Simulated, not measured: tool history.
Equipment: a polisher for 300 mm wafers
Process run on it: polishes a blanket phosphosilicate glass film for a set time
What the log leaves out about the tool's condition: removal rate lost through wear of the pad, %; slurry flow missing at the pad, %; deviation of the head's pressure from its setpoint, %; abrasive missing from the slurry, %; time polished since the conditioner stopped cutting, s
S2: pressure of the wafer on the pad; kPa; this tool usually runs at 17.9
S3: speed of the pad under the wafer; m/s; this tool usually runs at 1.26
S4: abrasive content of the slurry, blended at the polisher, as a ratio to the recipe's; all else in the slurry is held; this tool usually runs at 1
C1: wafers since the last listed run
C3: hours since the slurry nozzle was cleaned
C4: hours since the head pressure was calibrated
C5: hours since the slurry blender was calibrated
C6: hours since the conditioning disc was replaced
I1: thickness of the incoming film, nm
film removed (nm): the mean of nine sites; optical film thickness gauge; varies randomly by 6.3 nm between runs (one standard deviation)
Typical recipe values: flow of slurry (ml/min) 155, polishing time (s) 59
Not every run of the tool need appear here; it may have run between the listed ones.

run 1 hour=0 | flow_of_slurry_(ml/min)=155 S2=17.9 S3=1.26 S4=1 polishing_time_(s)=59 | C1=0 wafers_polished_on_this_pad=2199 C3=62.2 C4=373.5 C5=291.3 C6=60.6 | I1=1949.8 | film_removed_(nm)=460.1
-- hour=68.3 worn pad replaced by a new one
run 2 hour=68.8 | flow_of_slurry_(ml/min)=155 S2=17.9 S3=1.26 S4=1 polishing_time_(s)=59 | C1=417 wafers_polished_on_this_pad=2 C3=131 C4=442.3 C5=360.1 C6=129.4 | I1=1932.8 | film_removed_(nm)=461.5
run 3 hour=113.4 | flow_of_slurry_(ml/min)=155 S2=17.9 S3=1.26 S4=1 polishing_time_(s)=59 | C1=287 wafers_polished_on_this_pad=290 C3=175.6 C4=486.9 C5=404.7 C6=174 | I1=1962.4 | film_removed_(nm)=461.9
-- hour=122.1 slurry blender recalibrated
run 4 hour=162.6 | flow_of_slurry_(ml/min)=155 S2=17.9 S3=1.26 S4=1 polishing_time_(s)=59 | C1=303 wafers_polished_on_this_pad=594 C3=224.8 C4=536.1 C5=40.5 C6=223.2 | I1=1980.3 | film_removed_(nm)=450.5
run 5 hour=197.6 | flow_of_slurry_(ml/min)=155 S2=11.7 S3=1.64 S4=1.1 polishing_time_(s)=73 | C1=225 wafers_polished_on_this_pad=819 C3=259.8 C4=571.1 C5=75.5 C6=258.2 | I1=1963.9 | film_removed_(nm)=528.3
run 6 hour=234.7 | flow_of_slurry_(ml/min)=155 S2=17.9 S3=1.26 S4=1 polishing_time_(s)=59 | C1=238 wafers_polished_on_this_pad=1058 C3=296.9 C4=608.2 C5=112.6 C6=295.3 | I1=1988.7 | film_removed_(nm)=455.1
run 7 hour=295.2 | flow_of_slurry_(ml/min)=155 S2=17.9 S3=1.26 S4=1 polishing_time_(s)=51 | C1=389 wafers_polished_on_this_pad=1448 C3=357.4 C4=668.7 C5=173.1 C6=355.8 | I1=1968.9 | film_removed_(nm)=409.6
-- hour=318.6 head pressure recalibrated
run 8 hour=321.8 | flow_of_slurry_(ml/min)=155 S2=22.8 S3=1.26 S4=0.9 polishing_time_(s)=66 | C1=158 wafers_polished_on_this_pad=1606 C3=384 C4=3.2 C5=199.7 C6=382.4 | I1=1962.2 | film_removed_(nm)=580.2
run 9 hour=372.3 | flow_of_slurry_(ml/min)=155 S2=17.9 S3=1.26 S4=1.25 polishing_time_(s)=59 | C1=325 wafers_polished_on_this_pad=1931 C3=434.5 C4=53.7 C5=250.2 C6=432.9 | I1=1996.3 | film_removed_(nm)=474.7
run 10 hour=406.6 | flow_of_slurry_(ml/min)=125 S2=15.2 S3=1.26 S4=1 polishing_time_(s)=59 | C1=220 wafers_polished_on_this_pad=2152 C3=468.8 C4=88 C5=284.5 C6=467.2 | I1=1999.1 | film_removed_(nm)=371.1
run 11 hour=442.9 | flow_of_slurry_(ml/min)=155 S2=17.9 S3=1.26 S4=1 polishing_time_(s)=59 | C1=233 wafers_polished_on_this_pad=2386 C3=505.1 C4=124.3 C5=320.8 C6=503.5 | I1=1954.9 | film_removed_(nm)=443.5
-- hour=463.5 conditioning disc replaced and pad reconditioned
run 12 hour=480.9 | flow_of_slurry_(ml/min)=205 S2=15.9 S3=0.98 S4=1 polishing_time_(s)=68 | C1=231 wafers_polished_on_this_pad=2618 C3=543.1 C4=162.3 C5=358.8 C6=17.4 | I1=1990.3 | film_removed_(nm)=399.5
-- hour=510.8 worn pad replaced by a new one
run 13 hour=512.1 | flow_of_slurry_(ml/min)=155 S2=17.9 S3=1.26 S4=0.9 polishing_time_(s)=59 | C1=175 wafers_polished_on_this_pad=8 C3=574.3 C4=193.5 C5=390 C6=48.6 | I1=1991.9 | film_removed_(nm)=437.9
-- hour=587.7 slurry nozzle cleaned
-- hour=602.2 slurry blender recalibrated
run 14 hour=620.5 | flow_of_slurry_(ml/min)=200 S2=22.1 S3=1 S4=1 polishing_time_(s)=59 | C1=678 wafers_polished_on_this_pad=687 C3=32.8 C4=301.9 C5=18.3 C6=157 | I1=1996.7 | film_removed_(nm)=448.6
run 15 hour=823.2 | flow_of_slurry_(ml/min)=155 S2=17.9 S3=1.26 S4=1 polishing_time_(s)=39 | C1=1305 wafers_polished_on_this_pad=1992 C3=235.5 C4=504.6 C5=221 C6=359.7 | I1=1930.8 | film_removed_(nm)=304.8
run 16 hour=864.9 | flow_of_slurry_(ml/min)=115 S2=13.8 S3=1.56 S4=1.25 polishing_time_(s)=59 | C1=268 wafers_polished_on_this_pad=2261 C3=277.2 C4=546.3 C5=262.7 C6=401.4 | I1=1992.4 | film_removed_(nm)=458.4
-- hour=897.9 conditioning disc replaced and pad reconditioned
run 17 hour=929.1 | flow_of_slurry_(ml/min)=180 S2=17.9 S3=1.26 S4=1 polishing_time_(s)=59 | C1=400 wafers_polished_on_this_pad=2661 C3=341.4 C4=610.5 C5=326.9 C6=31.2 | I1=1960.9 | film_removed_(nm)=477.3
-- hour=970.9 head pressure recalibrated
run 18 hour=979 | flow_of_slurry_(ml/min)=155 S2=13.8 S3=1.54 S4=1.2 polishing_time_(s)=50 | C1=308 wafers_polished_on_this_pad=2970 C3=391.3 C4=8.1 C5=376.8 C6=81.1 | I1=1980.3 | film_removed_(nm)=368.3
-- hour=992.2 worn pad replaced by a new one
-- hour=993.1 slurry blender recalibrated
run 19 hour=1014.5 | flow_of_slurry_(ml/min)=180 S2=17.9 S3=1.26 S4=1 polishing_time_(s)=59 | C1=197 wafers_polished_on_this_pad=138 C3=426.8 C4=43.6 C5=21.4 C6=116.6 | I1=2006.6 | film_removed_(nm)=451.5
run 20 hour=1083.5 | flow_of_slurry_(ml/min)=155 S2=17.9 S3=1.26 S4=1 polishing_time_(s)=79 | C1=444 wafers_polished_on_this_pad=582 C3=495.8 C4=112.6 C5=90.4 C6=185.6 | I1=1960.4 | film_removed_(nm)=586.6
run 21 hour=1140.7 | flow_of_slurry_(ml/min)=155 S2=13.8 S3=1.26 S4=1 polishing_time_(s)=59 | C1=368 wafers_polished_on_this_pad=950 C3=553 C4=169.8 C5=147.6 C6=242.8 | I1=2004.5 | film_removed_(nm)=361.9
-- hour=1243 slurry nozzle cleaned
-- hour=1334.3 conditioning disc replaced and pad reconditioned
run 22 hour=1346 | flow_of_slurry_(ml/min)=155 S2=20.7 S3=1.26 S4=1 polishing_time_(s)=59 | C1=1302 wafers_polished_on_this_pad=2253 C3=103 C4=375.1 C5=352.9 C6=11.7 | I1=1946.4 | film_removed_(nm)=505.7
run 23 hour=1391.6 | flow_of_slurry_(ml/min)=155 S2=17.9 S3=1.26 S4=1 polishing_time_(s)=43 | C1=293 wafers_polished_on_this_pad=2547 C3=148.6 C4=420.7 C5=398.5 C6=57.3 | I1=1979.3 | film_removed_(nm)=332.8
-- hour=1399.9 slurry blender recalibrated
run 24 hour=1446.4 | flow_of_slurry_(ml/min)=185 S2=17.9 S3=1.26 S4=1 polishing_time_(s)=59 | C1=340 wafers_polished_on_this_pad=2887 C3=203.4 C4=475.5 C5=46.5 C6=112.1 | I1=1936.1 | film_removed_(nm)=458.9

The same runs without the tool's hidden state, with the same run-to-run variation:
run=1 film_removed_(nm)=443.2
run=2 film_removed_(nm)=442.3
run=3 film_removed_(nm)=441.2
run=4 film_removed_(nm)=428.6
run=5 film_removed_(nm)=501.3
run=6 film_removed_(nm)=430.6
run=7 film_removed_(nm)=385.8
run=8 film_removed_(nm)=574
run=9 film_removed_(nm)=467.7
run=10 film_removed_(nm)=364.6
run=11 film_removed_(nm)=434.5
run=12 film_removed_(nm)=390.3
run=13 film_removed_(nm)=426.7
run=14 film_removed_(nm)=433.5
run=15 film_removed_(nm)=289.9
run=16 film_removed_(nm)=434.7
run=17 film_removed_(nm)=450.5
run=18 film_removed_(nm)=368.8
run=19 film_removed_(nm)=450.9
run=20 film_removed_(nm)=582.6
run=21 film_removed_(nm)=357.7
run=22 film_removed_(nm)=491.9
run=23 film_removed_(nm)=322.5
run=24 film_removed_(nm)=442.9

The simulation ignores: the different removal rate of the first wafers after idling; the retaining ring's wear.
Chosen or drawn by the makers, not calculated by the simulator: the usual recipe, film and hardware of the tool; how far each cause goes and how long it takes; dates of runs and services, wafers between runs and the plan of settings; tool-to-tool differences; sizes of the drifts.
